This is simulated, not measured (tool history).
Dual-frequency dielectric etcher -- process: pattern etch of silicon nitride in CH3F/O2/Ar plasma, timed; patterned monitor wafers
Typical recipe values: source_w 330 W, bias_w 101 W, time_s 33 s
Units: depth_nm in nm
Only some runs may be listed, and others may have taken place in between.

run    hour  source_w  bias_w  time_s  wafers since the last listed run  hours since the last wet clean  hours since the last source power generator calibration  hours since the last bias power generator calibration  hours since the last upper electrode change  hours since the gauge calibration  read-back reference wafer on the same gauge, depth_nm  depth_nm
  1       0       330     101      28                                 0                            98.3                                                   3466.5                                                 2901.9                                       2924.9                             2064.5                                                     20     19.98
  2    55.6       330      90      33                               484                           153.9                                                   3522.1                                                 2957.5                                       2980.5                             2120.1                                                     20     22.31
  3   155.9       330      90      33                               873                           254.2                                                   3622.4                                                 3057.8                                       3080.8                             2220.4                                                     20     22.35
        215  -- source power generator calibrated
  4   234.6       330      90      33                               650                           332.9                                                     19.6                                                 3136.5                                       3159.5                             2299.1                                                  19.99     22.73
  5   297.6       290     101      33                               548                           395.9                                                     82.6                                                 3199.5                                       3222.5                             2362.1                                                     20      22.9
  6   364.7       290     101      33                               584                             463                                                    149.7                                                 3266.6                                       3289.6                             2429.2                                                  20.01     22.93
  7   447.4       290     101      33                               720                           545.7                                                    232.4                                                 3349.3                                       3372.3                             2511.9                                                     20      22.8
        499  -- gauge calibrated
  8   552.9       330     101      33                               918                           651.2                                                    337.9                                                 3454.8                                       3477.8                               53.9                                                  19.98      23.7
      610.5  -- wet clean of the chamber
  9   611.3       330     101    30.5                               299                             0.8                                                    396.3                                                 3513.2                                       3536.2                              112.3                                                  19.98     22.04
 10     828       300     101    30.5                              1886                           217.5                                                      613                                                 3729.9                                       3752.9                                329                                                     20     21.07
 11   904.4       330     101      33                               665                           293.9                                                    689.4                                                 3806.3                                       3829.3                              405.4                                                     20     23.82
 12  1008.8       330     101      33                               908                           398.3                                                    793.8                                                 3910.7                                       3933.7                              509.8                                                     20     23.73
 13  1052.8       290     124      33                               383                           442.3                                                    837.8                                                 3954.7                                       3977.7                              553.8                                                     20     24.75
     1118.1  -- upper electrode replaced
 14  1120.9       360     110    40.5                               383                           510.4                                                    905.9                                                 4022.8                                          2.8                              621.9                                                  20.01     31.23
 15  1189.1       330     101      33                               593                           578.6                                                    974.1                                                   4091                                           71                              690.1                                                  19.99     23.56
     1235.4  -- wet clean of the chamber
     1248.8  -- bias power generator calibrated
 16    1296       380     109      24                               686                            60.6                                                     1081                                                   47.2                                        177.9                                797                                                     20     19.15
 17    1584       330     101      33                              2507                           348.6                                                     1369                                                  335.2                                        465.9                               1085                                                  20.01     24.05
 18  1679.3       280     101      33                               829                           443.9                                                   1464.3                                                  430.5                                        561.2                             1180.3                                                  19.99     22.38
 19  1757.8       330      86      43                               683                           522.4                                                   1542.8                                                    509                                        639.7                             1258.8                                                     20     28.97
 20  1863.6       290     124      33                               921                           628.2                                                   1648.6                                                  614.8                                        745.5                             1364.6                                                     20     25.01
     1945.6  -- wet clean of the chamber
 21  1946.1       330     101      39                               509                             0.5                                                   1731.1                                                  697.3                                          828                             1447.1                                                  19.99     28.22
 22  2026.9       330     101      33                               703                            81.3                                                   1811.9                                                  778.1                                        908.8                             1527.9                                                  20.02     23.89
 23  2075.5       370     110      33                               423                           129.9                                                   1860.5                                                  826.7                                        957.4                             1576.5                                                  19.99     26.07
 24  2132.7       330      81    38.5                               498                           187.1                                                   1917.7                                                  883.9                                       1014.6                             1633.7                                                  19.99     24.94
 25  2204.8       330     101      33                               627                           259.2                                                   1989.8                                                    956                                       1086.7                             1705.8                                                     20     23.74
 26  2310.6       380     109      24                               921                             365                                                   2095.6                                                 1061.8                                       1192.5                             1811.6                                                     20     18.98
 27  2360.1       300     109      43                               430                           414.5                                                   2145.1                                                 1111.3                                         1242                             1861.1                                                  20.02     30.92
 28    2421       260     108    36.5                               530                           475.4                                                     2206                                                 1172.2                                       1302.9                               1922                                                     20     24.85
 29  2482.6       330     101      43                               536                             537                                                   2267.6                                                 1233.8                                       1364.5                             1983.6                                                  20.01     30.86

List, for all runs, the conditions of the tool that the log does not record:
etch rate over this chamber's usual, %: 0 in every run
gauge reads high (%): 0 in every run
H1: source power that arrives over what is set, %
H2: bias power that arrives over what is set, %
run      H1      H2
  1   -5.66   -2.05
  2   -5.67   -2.15
  3   -5.69   -2.32
  4  -0.262   -2.45
  5  -0.524   -2.57
  6  -0.788   -2.69
  7   -1.09   -2.84
  8   -1.46   -3.05
  9   -1.64   -3.16
 10   -2.26   -3.61
 11   -2.46   -3.77
 12    -2.7      -4
 13    -2.8    -4.1
 14   -2.95   -4.25
 15   -3.08   -4.41
 16   -3.28  -0.666
 17   -3.74  -0.698
 18   -3.87  -0.718
 19   -3.96  -0.739
 20   -4.09  -0.773
 21   -4.18  -0.803
 22   -4.26  -0.837
 23    -4.3  -0.859
 24   -4.36  -0.887
 25   -4.42  -0.924
 26    -4.5  -0.985
 27   -4.54   -1.02
 28   -4.59   -1.05
 29   -4.63    -1.1
